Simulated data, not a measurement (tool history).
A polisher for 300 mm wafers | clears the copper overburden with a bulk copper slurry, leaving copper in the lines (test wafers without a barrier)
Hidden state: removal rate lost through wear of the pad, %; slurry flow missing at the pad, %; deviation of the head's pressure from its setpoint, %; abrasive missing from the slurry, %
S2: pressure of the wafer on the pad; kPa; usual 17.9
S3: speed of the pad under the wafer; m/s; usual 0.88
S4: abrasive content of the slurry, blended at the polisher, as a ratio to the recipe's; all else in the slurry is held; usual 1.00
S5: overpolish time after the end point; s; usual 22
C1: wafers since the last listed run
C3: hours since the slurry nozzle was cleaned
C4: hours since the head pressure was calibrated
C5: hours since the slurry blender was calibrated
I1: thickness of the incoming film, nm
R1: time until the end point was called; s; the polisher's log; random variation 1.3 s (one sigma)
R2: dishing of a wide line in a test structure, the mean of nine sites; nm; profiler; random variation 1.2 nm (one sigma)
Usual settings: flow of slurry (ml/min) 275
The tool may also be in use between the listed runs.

Run 1, day 0.000: usual settings but S2 13.1 kPa, S5 13 s; C1 0; wafers polished on this pad 3788; C3 196.1; C4 185.6; C5 487.0; I1 829.2. Result: R1 209.6 s, R2 35.9 nm.
Run 2, day 2.775: usual settings; C1 545; wafers polished on this pad 4334; C3 262.7; C4 252.2; C5 553.6; I1 842.4. Result: R1 156.8 s, R2 67.0 nm.
Run 3, day 5.242: usual settings; C1 485; wafers polished on this pad 4819; C3 321.9; C4 311.4; C5 612.8; I1 837.2. Result: R1 153.1 s, R2 66.8 nm.
Run 4, day 9.283: usual settings; C1 794; wafers polished on this pad 5614; C3 418.9; C4 408.4; C5 709.8; I1 845.1. Result: R1 158.3 s, R2 64.7 nm.
At day 11.521: slurry blender recalibrated.
At day 12.579: worn pad replaced by a new one.
Run 5, day 12.679: usual settings but S3 0.70 m/s; C1 618; wafers polished on this pad 19; C3 500.4; C4 489.9; C5 27.8; I1 825.2. Result: R1 185.9 s, R2 57.5 nm.
Run 6, day 16.458: usual settings but flow of slurry (ml/min) 330; C1 743; wafers polished on this pad 762; C3 591.1; C4 580.6; C5 118.5; I1 848.9. Result: R1 159.6 s, R2 63.0 nm.
At day 17.000: head pressure recalibrated.
Run 7, day 20.429: usual settings but flow of slurry (ml/min) 330; C1 764; wafers polished on this pad 1527; C3 686.4; C4 82.3; C5 213.8; I1 835.2. Result: R1 146.6 s, R2 68.8 nm.
At day 23.046: slurry nozzle cleaned.
Run 8, day 24.042: usual settings but S5 27 s; C1 702; wafers polished on this pad 2229; C3 23.9; C4 169.0; C5 300.5; I1 851.2. Result: R1 152.7 s, R2 71.7 nm.
Run 9, day 25.767: usual settings but S5 27 s; C1 339; wafers polished on this pad 2568; C3 65.3; C4 210.4; C5 341.9; I1 830.0. Result: R1 148.3 s, R2 72.0 nm.
Run 10, day 29.867: usual settings but S2 14.5 kPa; C1 806; wafers polished on this pad 3374; C3 163.7; C4 308.8; C5 440.3; I1 857.7. Result: R1 196.7 s, R2 55.3 nm.
Run 11, day 33.800: usual settings; C1 773; wafers polished on this pad 4147; C3 258.1; C4 403.2; C5 534.7; I1 835.2. Result: R1 156.0 s, R2 64.8 nm.
Run 12, day 35.608: usual settings; C1 355; wafers polished on this pad 4503; C3 301.5; C4 446.6; C5 578.1; I1 850.9. Result: R1 162.1 s, R2 62.9 nm.
At day 36.042: slurry blender recalibrated.
At day 38.033: worn pad replaced by a new one.
Run 13, day 39.758: usual settings; C1 766; wafers polished on this pad 338; C3 401.1; C4 546.2; C5 89.2; I1 830.6. Result: R1 156.7 s, R2 63.9 nm.
Run 14, day 41.442: usual settings but S3 0.76 m/s; C1 330; wafers polished on this pad 669; C3 441.5; C4 586.6; C5 129.6; I1 837.7. Result: R1 181.0 s, R2 60.2 nm.
Run 15, day 45.288: usual settings but S3 0.76 m/s, S4 1.30; C1 756; wafers polished on this pad 1425; C3 533.8; C4 678.9; C5 221.9; I1 839.1. Result: R1 179.4 s, R2 56.4 nm.
At day 45.946: head pressure recalibrated.
At day 52.217: slurry nozzle cleaned.
Run 16, day 58.662: usual settings but flow of slurry (ml/min) 240, S2 23.4 kPa; C1 2605; wafers polished on this pad 4031; C3 154.7; C4 305.2; C5 542.9; I1 858.2. Result: R1 121.1 s, R2 75.5 nm.
Run 17, day 61.292: usual settings but flow of slurry (ml/min) 310; C1 516; wafers polished on this pad 4548; C3 217.8; C4 368.3; C5 606.0; I1 849.2. Result: R1 151.5 s, R2 64.9 nm.
Run 18, day 63.083: usual settings but S3 1.18 m/s; C1 352; wafers polished on this pad 4900; C3 260.8; C4 411.3; C5 649.0; I1 838.6. Result: R1 117.8 s, R2 73.1 nm.
At day 64.979: slurry blender recalibrated.
Run 19, day 66.046: usual settings; C1 566; wafers polished on this pad 5466; C3 331.9; C4 482.4; C5 25.6; I1 839.1. Result: R1 157.1 s, R2 65.1 nm.
At day 68.175: worn pad replaced by a new one.
Run 20, day 70.321: usual settings; C1 807; wafers polished on this pad 422; C3 434.5; C4 585.0; C5 128.2; I1 858.0. Result: R1 159.3 s, R2 64.5 nm.
At day 71.971: head pressure recalibrated.
Run 21, day 72.767: usual settings but flow of slurry (ml/min) 230, S3 0.70 m/s; C1 464; wafers polished on this pad 886; C3 493.2; C4 19.1; C5 186.9; I1 842.1. Result: R1 187.4 s, R2 58.4 nm.
Run 22, day 75.833: usual settings but S4 1.20, S5 25 s; C1 602; wafers polished on this pad 1489; C3 566.8; C4 92.7; C5 260.5; I1 830.5. Result: R1 145.8 s, R2 69.9 nm.
At day 77.258: slurry nozzle cleaned.
Run 23, day 78.821: usual settings but S2 21.4 kPa; C1 579; wafers polished on this pad 2068; C3 37.5; C4 164.4; C5 332.2; I1 827.2. Result: R1 126.3 s, R2 72.2 nm.
Run 24, day 82.129: usual settings but S2 23.4 kPa, S3 1.10 m/s, S4 0.90, S5 29 s; C1 650; wafers polished on this pad 2719; C3 116.9; C4 243.8; C5 411.6; I1 851.9. Result: R1 100.7 s, R2 94.9 nm.
Run 25, day 85.275: usual settings but flow of slurry (ml/min) 310, S2 13.1 kPa, S3 0.74 m/s, S4 0.70; C1 618; wafers polished on this pad 3337; C3 192.4; C4 319.3; C5 487.1; I1 837.1. Result: R1 264.3 s, R2 43.4 nm.
Run 26, day 88.675: usual settings but flow of slurry (ml/min) 215, S2 22.1 kPa; C1 668; wafers polished on this pad 4006; C3 274.0; C4 400.9; C5 568.7; I1 845.1. Result: R1 136.1 s, R2 72.4 nm.
Run 27, day 90.358: usual settings but flow of slurry (ml/min) 215, S4 0.85; C1 330; wafers polished on this pad 4337; C3 314.4; C4 441.3; C5 609.1; I1 846.8. Result: R1 171.7 s, R2 59.2 nm.
Run 28, day 92.633: usual settings but S2 13.1 kPa; C1 447; wafers polished on this pad 4784; C3 369.0; C4 495.9; C5 663.7; I1 840.9. Result: R1 227.1 s, R2 48.5 nm.
At day 93.550: slurry blender recalibrated.
Run 29, day 94.442: usual settings; C1 339; wafers polished on this pad 5123; C3 412.4; C4 539.3; C5 21.4; I1 837.9. Result: R1 168.6 s, R2 59.5 nm.

Forecast each of these 3 alternatives for the next run:
Run A, day 94.462: usual settings but S5 31 s; C1 4; wafers polished on this pad 5127; C3 412.9; C4 539.8; C5 21.9; I1 836.7. Result: R1 ?, R2 ?.
Run B, day 94.462: usual settings but flow of slurry (ml/min) 215; C1 4; wafers polished on this pad 5127; C3 412.9; C4 539.8; C5 21.9; I1 836.7. Result: R1 ?, R2 ?.
Run C, day 94.462: usual settings but flow of slurry (ml/min) 220, S5 14 s; C1 4; wafers polished on this pad 5127; C3 412.9; C4 539.8; C5 21.9; I1 836.7. Result: R1 ?, R2 ?.

run     R1    R2
  A  163.5  70.7
  B  168.5  58.7
  C  168.0  44.0
Without the tool's hidden state the same runs would have given:
run     R1    R2
  A  139.4  77.3
  B  143.7  65.2
  C  143.2  49.8
